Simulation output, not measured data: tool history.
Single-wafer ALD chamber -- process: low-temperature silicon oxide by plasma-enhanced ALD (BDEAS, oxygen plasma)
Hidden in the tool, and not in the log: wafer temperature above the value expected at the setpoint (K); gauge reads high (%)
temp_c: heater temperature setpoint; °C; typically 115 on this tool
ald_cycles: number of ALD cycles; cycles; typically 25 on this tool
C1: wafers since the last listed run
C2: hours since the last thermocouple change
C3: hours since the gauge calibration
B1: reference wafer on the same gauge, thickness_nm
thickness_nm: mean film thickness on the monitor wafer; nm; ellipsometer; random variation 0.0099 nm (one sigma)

Run 1, day 0.000: usual settings but temp_c 125 °C; C1 0; C2 487.6; C3 793.7; B1 3.079. Result: thickness_nm 3.444 nm.
Run 2, day 2.075: usual settings but temp_c 125 °C; C1 286; C2 537.4; C3 843.5; B1 3.083. Result: thickness_nm 3.456 nm.
Run 3, day 3.288: usual settings but temp_c 106 °C, ald_cycles 23 cycles; C1 167; C2 566.5; C3 872.6; B1 3.079. Result: thickness_nm 3.286 nm.
Run 4, day 5.625: usual settings but temp_c 106 °C, ald_cycles 23 cycles; C1 322; C2 622.6; C3 928.7; B1 3.080. Result: thickness_nm 3.261 nm.
Run 5, day 7.883: usual settings but temp_c 106 °C, ald_cycles 23 cycles; C1 311; C2 676.8; C3 982.9; B1 3.080. Result: thickness_nm 3.274 nm.
Run 6, day 10.300: usual settings but ald_cycles 28 cycles; C1 333; C2 734.8; C3 1040.9; B1 3.080. Result: thickness_nm 3.932 nm.
Run 7, day 12.967: usual settings but ald_cycles 28 cycles; C1 368; C2 798.8; C3 1104.9; B1 3.078. Result: thickness_nm 3.943 nm.
Run 8, day 14.396: usual settings but ald_cycles 28 cycles; C1 197; C2 833.1; C3 1139.2; B1 3.079. Result: thickness_nm 3.939 nm.
Run 9, day 15.504: usual settings; C1 153; C2 859.7; C3 1165.8; B1 3.081. Result: thickness_nm 3.496 nm.
Run 10, day 17.908: usual settings; C1 332; C2 917.4; C3 1223.5; B1 3.081. Result: thickness_nm 3.517 nm.
Run 11, day 19.650: usual settings; C1 240; C2 959.2; C3 1265.3; B1 3.078. Result: thickness_nm 3.495 nm.
Run 12, day 27.962: usual settings; C1 1148; C2 1158.7; C3 1464.8; B1 3.076. Result: thickness_nm 3.482 nm.
Run 13, day 30.238: usual settings but temp_c 108 °C, ald_cycles 22 cycles; C1 314; C2 1213.3; C3 1519.4; B1 3.081. Result: thickness_nm 3.114 nm.
Run 14, day 31.667: usual settings; C1 197; C2 1247.6; C3 1553.7; B1 3.080. Result: thickness_nm 3.512 nm.
Run 15, day 33.192: usual settings; C1 210; C2 1284.2; C3 1590.3; B1 3.081. Result: thickness_nm 3.508 nm.
Run 16, day 35.488: usual settings; C1 317; C2 1339.3; C3 1645.4; B1 3.080. Result: thickness_nm 3.513 nm.
Run 17, day 37.696: usual settings but temp_c 118 °C, ald_cycles 21 cycles; C1 305; C2 1392.3; C3 1698.4; B1 3.079. Result: thickness_nm 2.931 nm.
Run 18, day 39.542: usual settings; C1 254; C2 1436.6; C3 1742.7; B1 3.078. Result: thickness_nm 3.498 nm.
Run 19, day 40.588: usual settings; C1 144; C2 1461.7; C3 1767.8; B1 3.080. Result: thickness_nm 3.507 nm.
Run 20, day 42.300: usual settings; C1 236; C2 1502.8; C3 1808.9; B1 3.080. Result: thickness_nm 3.497 nm.
Run 21, day 43.729: usual settings; C1 197; C2 1537.1; C3 1843.2; B1 3.079. Result: thickness_nm 3.503 nm.
Run 22, day 46.512: usual settings but ald_cycles 21 cycles; C1 384; C2 1603.9; C3 1910.0; B1 3.081. Result: thickness_nm 2.941 nm.
Run 23, day 49.021: usual settings but ald_cycles 21 cycles; C1 346; C2 1664.1; C3 1970.2; B1 3.078. Result: thickness_nm 2.937 nm.
At day 49.150: gauge calibrated.
Run 24, day 50.800: usual settings but temp_c 127 °C, ald_cycles 28 cycles; C1 245; C2 1706.8; C3 39.6; B1 3.080. Result: thickness_nm 3.838 nm.
Run 25, day 52.533: usual settings; C1 239; C2 1748.4; C3 81.2; B1 3.083. Result: thickness_nm 3.505 nm.
Run 26, day 55.267: usual settings but temp_c 108 °C, ald_cycles 23 cycles; C1 377; C2 1814.0; C3 146.8; B1 3.080. Result: thickness_nm 3.252 nm.
Run 27, day 56.438: usual settings; C1 161; C2 1842.1; C3 174.9; B1 3.081. Result: thickness_nm 3.517 nm.
Run 28, day 59.275: usual settings; C1 391; C2 1910.2; C3 243.0; B1 3.079. Result: thickness_nm 3.499 nm.
Run 29, day 61.971: usual settings but temp_c 120 °C, ald_cycles 23 cycles; C1 372; C2 1974.9; C3 307.7; B1 3.079. Result: thickness_nm 3.200 nm.
Run 30, day 63.142: usual settings but temp_c 107 °C; C1 161; C2 2003.0; C3 335.8; B1 3.078. Result: thickness_nm 3.534 nm.
At day 63.958: thermocouple changed; heater temperature recalibrated.
Run 31, day 64.608: usual settings but temp_c 127 °C, ald_cycles 21 cycles; C1 156; C2 15.6; C3 371.0; B1 3.083. Result: thickness_nm 2.886 nm.
Run 32, day 67.112: usual settings but temp_c 127 °C, ald_cycles 23 cycles; C1 345; C2 75.7; C3 431.1; B1 3.082. Result: thickness_nm 3.166 nm.
Run 33, day 69.546: usual settings but temp_c 123 °C, ald_cycles 21 cycles; C1 336; C2 134.1; C3 489.5; B1 3.079. Result: thickness_nm 2.909 nm.
Run 34, day 71.054: usual settings but ald_cycles 30 cycles; C1 208; C2 170.3; C3 525.7; B1 3.083. Result: thickness_nm 4.213 nm.
Run 35, day 72.758: usual settings but temp_c 100 °C, ald_cycles 22 cycles; C1 235; C2 211.2; C3 566.6; B1 3.080. Result: thickness_nm 3.161 nm.
Run 36, day 74.821: usual settings but temp_c 125 °C, ald_cycles 29 cycles; C1 284; C2 260.7; C3 616.1; B1 3.081. Result: thickness_nm 4.001 nm.
Run 37, day 75.846: usual settings but temp_c 101 °C, ald_cycles 28 cycles; C1 141; C2 285.3; C3 640.7; B1 3.081. Result: thickness_nm 4.021 nm.
Run 38, day 77.517: usual settings but temp_c 109 °C, ald_cycles 28 cycles; C1 230; C2 325.4; C3 680.8; B1 3.081. Result: thickness_nm 3.980 nm.
Run 39, day 78.671: usual settings but temp_c 105 °C, ald_cycles 29 cycles; C1 159; C2 353.1; C3 708.5; B1 3.080. Result: thickness_nm 4.127 nm.
Run 40, day 82.650: usual settings but temp_c 128 °C, ald_cycles 27 cycles; C1 549; C2 448.6; C3 804.0; B1 3.081. Result: thickness_nm 3.706 nm.
Run 41, day 88.338: usual settings; C1 785; C2 585.1; C3 940.5; B1 3.079. Result: thickness_nm 3.507 nm.
Run 42, day 93.088: usual settings but temp_c 104 °C; C1 656; C2 699.1; C3 1054.5; B1 3.078. Result: thickness_nm 3.577 nm.
Run 43, day 94.800: usual settings but temp_c 124 °C, ald_cycles 30 cycles; C1 236; C2 740.2; C3 1095.6; B1 3.080. Result: thickness_nm 4.142 nm.
Run 44, day 97.096: usual settings; C1 317; C2 795.3; C3 1150.7; B1 3.081. Result: thickness_nm 3.483 nm.
Run 45, day 100.083: usual settings but ald_cycles 20 cycles; C1 412; C2 867.0; C3 1222.4; B1 3.080. Result: thickness_nm 2.789 nm.
Run 46, day 102.296: usual settings but temp_c 110 °C, ald_cycles 29 cycles; C1 305; C2 920.1; C3 1275.5; B1 3.080. Result: thickness_nm 4.097 nm.

Run-by-run hidden state of the tool:
wafer temperature above the value expected at the setpoint (K): 0 at every run
gauge reads high (%): 0 at every run
